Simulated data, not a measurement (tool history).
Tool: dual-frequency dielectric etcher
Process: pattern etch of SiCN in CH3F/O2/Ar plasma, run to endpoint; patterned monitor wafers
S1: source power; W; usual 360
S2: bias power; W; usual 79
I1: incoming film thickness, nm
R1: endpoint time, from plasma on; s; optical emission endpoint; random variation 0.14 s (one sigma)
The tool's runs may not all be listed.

{"run": 1, "hour": 0.0, "S1": 360, "S2": 79, "I1": 8.61, "R1": 25.8}
{"run": 2, "hour": 8.6, "S1": 360, "S2": 79, "I1": 8.6, "R1": 25.5}
{"run": 3, "hour": 25.2, "S1": 410, "S2": 87, "I1": 8.65, "R1": 23.0}
{"run": 4, "hour": 36.3, "S1": 410, "S2": 87, "I1": 8.6, "R1": 23.0}
{"run": 5, "hour": 56.8, "S1": 410, "S2": 87, "I1": 8.57, "R1": 23.1}
{"run": 6, "hour": 69.0, "S1": 360, "S2": 79, "I1": 8.49, "R1": 25.7}
{"run": 7, "hour": 86.9, "S1": 360, "S2": 79, "I1": 8.61, "R1": 25.9}
{"run": 8, "hour": 93.6, "S1": 360, "S2": 79, "I1": 8.56, "R1": 25.6}
{"run": 9, "hour": 105.0, "S1": 360, "S2": 79, "I1": 8.56, "R1": 25.8}
{"hour": 132.0, "done": "wet clean of the chamber"}
{"run": 10, "hour": 132.5, "S1": 360, "S2": 79, "I1": 8.58, "R1": 25.0}
{"run": 11, "hour": 132.8, "S1": 360, "S2": 79, "I1": 8.65, "R1": 25.1}
{"run": 12, "hour": 146.2, "S1": 360, "S2": 79, "I1": 8.53, "R1": 24.8}
{"run": 13, "hour": 152.3, "S1": 360, "S2": 79, "I1": 8.5, "R1": 24.4}
{"hour": 188.0, "done": "upper electrode replaced"}
{"run": 14, "hour": 188.5, "S1": 360, "S2": 79, "I1": 8.61, "R1": 25.0}
{"run": 15, "hour": 188.9, "S1": 360, "S2": 79, "I1": 8.63, "R1": 25.3}
{"hour": 196.5, "done": "source power generator calibrated"}
{"run": 16, "hour": 197.0, "S1": 410, "S2": 91, "I1": 8.57, "R1": 22.2}
{"run": 17, "hour": 202.9, "S1": 410, "S2": 87, "I1": 8.59, "R1": 22.5}
{"run": 18, "hour": 213.3, "S1": 360, "S2": 66, "I1": 8.61, "R1": 27.5}
{"run": 19, "hour": 223.2, "S1": 360, "S2": 79, "I1": 8.62, "R1": 25.5}
{"hour": 255.7, "done": "bias power generator calibrated"}
{"run": 20, "hour": 256.2, "S1": 410, "S2": 68, "I1": 8.67, "R1": 25.7}
{"run": 21, "hour": 270.7, "S1": 410, "S2": 87, "I1": 8.61, "R1": 22.9}
{"run": 22, "hour": 283.9, "S1": 360, "S2": 79, "I1": 8.65, "R1": 25.6}
{"run": 23, "hour": 290.9, "S1": 450, "S2": 65, "I1": 8.63, "R1": 24.6}
{"run": 24, "hour": 298.2, "S1": 420, "S2": 64, "I1": 8.65, "R1": 26.1}
{"run": 25, "hour": 342.9, "S1": 360, "S2": 98, "I1": 8.66, "R1": 22.9}
{"run": 26, "hour": 353.5, "S1": 400, "S2": 93, "I1": 8.6, "R1": 22.3}
{"run": 27, "hour": 370.5, "S1": 360, "S2": 79, "I1": 8.62, "R1": 25.6}
{"run": 28, "hour": 383.4, "S1": 420, "S2": 74, "I1": 8.64, "R1": 24.4}
{"run": 29, "hour": 391.0, "S1": 360, "S2": 79, "I1": 8.63, "R1": 25.6}
{"run": 30, "hour": 402.7, "S1": 360, "S2": 88, "I1": 8.61, "R1": 24.2}
{"run": 31, "hour": 413.4, "S1": 360, "S2": 93, "I1": 8.56, "R1": 23.6}
{"run": 32, "hour": 461.2, "S1": 310, "S2": 88, "I1": 8.58, "R1": 26.1}
{"run": 33, "hour": 479.1, "S1": 320, "S2": 79, "I1": 8.59, "R1": 27.3}
{"run": 34, "hour": 486.3, "S1": 450, "S2": 90, "I1": 8.61, "R1": 21.8}

Run 35 comes next. What will it give?
{"run": 35, "hour": 497.0, "S1": 450, "S2": 73, "I1": 8.63, "R1": "?"}

{"run 35": {"R1": 24.0}}
Without the tool's hidden state the same run would have given R1 23.2 s.
